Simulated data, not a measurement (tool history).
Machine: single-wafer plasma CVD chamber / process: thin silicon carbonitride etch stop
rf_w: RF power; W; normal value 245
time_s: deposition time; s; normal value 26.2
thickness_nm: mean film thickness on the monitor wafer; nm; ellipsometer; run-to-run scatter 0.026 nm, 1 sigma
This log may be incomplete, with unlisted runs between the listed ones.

| run | hour | rf_w | time_s | read-back reference wafer on the same gauge, thickness_nm | thickness_nm |
|---|---|---|---|---|---|
| 1 | 0.0 | 245 | 26.2 | 18.603 | 16.944 |
|  | 16.4 | gauge calibrated |
| 2 | 29.2 | 245 | 23.0 | 18.602 | 14.851 |
| 3 | 57.8 | 245 | 26.2 | 18.592 | 16.944 |
| 4 | 73.4 | 280 | 26.2 | 18.596 | 17.662 |
| 5 | 91.5 | 245 | 24.9 | 18.604 | 16.061 |
| 6 | 104.1 | 245 | 24.9 | 18.596 | 16.052 |
| 7 | 132.6 | 245 | 24.9 | 18.601 | 16.043 |
| 8 | 163.5 | 245 | 29.6 | 18.603 | 19.065 |
|  | 190.3 | showerhead replaced |
| 9 | 195.8 | 245 | 29.6 | 18.602 | 19.093 |
| 10 | 212.8 | 215 | 28.7 | 18.605 | 17.716 |
| 11 | 240.6 | 285 | 31.4 | 18.594 | 21.222 |

Run 12 is up next; what results do you expect?
| 12 | 267.8 | 290 | 26.2 | ? | ? |

{"run 12": {"read-back reference wafer on the same gauge, thickness_nm": 18.596, "thickness_nm": 17.819}}
Take away the tool's hidden state, keep the run-to-run variation as it was, and the same run would have given thickness_nm 18.284 nm.
